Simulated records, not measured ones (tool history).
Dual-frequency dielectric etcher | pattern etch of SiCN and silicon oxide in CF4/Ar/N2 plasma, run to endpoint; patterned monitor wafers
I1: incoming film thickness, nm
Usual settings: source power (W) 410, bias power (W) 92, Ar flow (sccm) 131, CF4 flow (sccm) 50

{"run": 1, "hour": 0.0, "source power (W)": 360, "bias power (W)": 92, "Ar flow (sccm)": 131, "CF4 flow (sccm)": 50, "I1": 17.47, "endpoint time (s)": 25.2}
{"run": 2, "hour": 39.0, "source power (W)": 410, "bias power (W)": 92, "Ar flow (sccm)": 131, "CF4 flow (sccm)": 50, "I1": 17.7, "endpoint time (s)": 22.9}
{"run": 3, "hour": 104.4, "source power (W)": 410, "bias power (W)": 109, "Ar flow (sccm)": 131, "CF4 flow (sccm)": 50, "I1": 17.58, "endpoint time (s)": 21.5}
{"run": 4, "hour": 165.5, "source power (W)": 480, "bias power (W)": 92, "Ar flow (sccm)": 131, "CF4 flow (sccm)": 50, "I1": 17.5, "endpoint time (s)": 19.9}
{"hour": 238.7, "done": "wet clean of the chamber"}
{"run": 5, "hour": 239.2, "source power (W)": 480, "bias power (W)": 92, "Ar flow (sccm)": 131, "CF4 flow (sccm)": 50, "I1": 17.46, "endpoint time (s)": 19.3}
{"hour": 293.8, "done": "CF4 flow controller replaced"}
{"run": 6, "hour": 296.2, "source power (W)": 480, "bias power (W)": 92, "Ar flow (sccm)": 131, "CF4 flow (sccm)": 50, "I1": 17.68, "endpoint time (s)": 19.5}
{"run": 7, "hour": 322.8, "source power (W)": 410, "bias power (W)": 92, "Ar flow (sccm)": 131, "CF4 flow (sccm)": 58, "I1": 17.56, "endpoint time (s)": 22.1}
{"run": 8, "hour": 359.3, "source power (W)": 410, "bias power (W)": 92, "Ar flow (sccm)": 131, "CF4 flow (sccm)": 50, "I1": 17.59, "endpoint time (s)": 22.8}
{"hour": 417.8, "done": "source power generator calibrated"}
{"hour": 421.1, "done": "Ar flow controller replaced"}
{"run": 9, "hour": 429.1, "source power (W)": 410, "bias power (W)": 92, "Ar flow (sccm)": 131, "CF4 flow (sccm)": 50, "I1": 17.38, "endpoint time (s)": 22.8}
{"run": 10, "hour": 499.9, "source power (W)": 410, "bias power (W)": 92, "Ar flow (sccm)": 131, "CF4 flow (sccm)": 50, "I1": 17.51, "endpoint time (s)": 23.2}
{"hour": 536.2, "done": "upper electrode replaced"}
{"run": 11, "hour": 536.7, "source power (W)": 340, "bias power (W)": 105, "Ar flow (sccm)": 103, "CF4 flow (sccm)": 46, "I1": 17.47, "endpoint time (s)": 25.5}
{"run": 12, "hour": 584.5, "source power (W)": 410, "bias power (W)": 92, "Ar flow (sccm)": 131, "CF4 flow (sccm)": 50, "I1": 17.8, "endpoint time (s)": 23.9}
{"hour": 621.1, "done": "wet clean of the chamber"}
{"run": 13, "hour": 656.3, "source power (W)": 410, "bias power (W)": 92, "Ar flow (sccm)": 131, "CF4 flow (sccm)": 50, "I1": 17.59, "endpoint time (s)": 22.4}
{"run": 14, "hour": 695.1, "source power (W)": 380, "bias power (W)": 92, "Ar flow (sccm)": 131, "CF4 flow (sccm)": 42, "I1": 17.42, "endpoint time (s)": 24.5}
{"hour": 711.7, "done": "bias power generator calibrated"}
{"run": 15, "hour": 720.6, "source power (W)": 410, "bias power (W)": 83, "Ar flow (sccm)": 150, "CF4 flow (sccm)": 60, "I1": 17.49, "endpoint time (s)": 23.5}
{"run": 16, "hour": 774.3, "source power (W)": 410, "bias power (W)": 92, "Ar flow (sccm)": 100, "CF4 flow (sccm)": 56, "I1": 17.58, "endpoint time (s)": 21.5}
{"run": 17, "hour": 821.4, "source power (W)": 410, "bias power (W)": 92, "Ar flow (sccm)": 131, "CF4 flow (sccm)": 50, "I1": 17.54, "endpoint time (s)": 22.9}
{"run": 18, "hour": 886.7, "source power (W)": 440, "bias power (W)": 113, "Ar flow (sccm)": 162, "CF4 flow (sccm)": 53, "I1": 17.63, "endpoint time (s)": 20.6}
{"run": 19, "hour": 924.6, "source power (W)": 410, "bias power (W)": 84, "Ar flow (sccm)": 131, "CF4 flow (sccm)": 39, "I1": 17.58, "endpoint time (s)": 25}
{"hour": 983.5, "done": "wet clean of the chamber"}
{"run": 20, "hour": 984.0, "source power (W)": 470, "bias power (W)": 92, "Ar flow (sccm)": 154, "CF4 flow (sccm)": 56, "I1": 17.49, "endpoint time (s)": 20}

5 ways to go on from here, each from the tool as it stands after run 20. What would each give?
{"run": "A", "hour": 984.4, "source power (W)": 450, "bias power (W)": 92, "Ar flow (sccm)": 131, "CF4 flow (sccm)": 50, "I1": 17.58, "endpoint time (s)": "?"}
{"run": "B", "hour": 984.4, "source power (W)": 350, "bias power (W)": 92, "Ar flow (sccm)": 122, "CF4 flow (sccm)": 58, "I1": 17.58, "endpoint time (s)": "?"}
{"run": "C", "hour": 984.4, "source power (W)": 330, "bias power (W)": 113, "Ar flow (sccm)": 99, "CF4 flow (sccm)": 50, "I1": 17.58, "endpoint time (s)": "?"}
{"run": "D", "hour": 984.4, "source power (W)": 440, "bias power (W)": 76, "Ar flow (sccm)": 131, "CF4 flow (sccm)": 50, "I1": 17.58, "endpoint time (s)": "?"}
{"run": "E", "hour": 984.4, "source power (W)": 480, "bias power (W)": 92, "Ar flow (sccm)": 109, "CF4 flow (sccm)": 50, "I1": 17.58, "endpoint time (s)": "?"}

run=A endpoint_time_(s)=20.6
run=B endpoint_time_(s)=25
run=C endpoint_time_(s)=24
run=D endpoint_time_(s)=22.6
run=E endpoint_time_(s)=18.8
Without the tool's hidden state the same runs would have given:
run=A endpoint_time_(s)=20.4
run=B endpoint_time_(s)=24.9
run=C endpoint_time_(s)=23.8
run=D endpoint_time_(s)=22.4
run=E endpoint_time_(s)=18.7
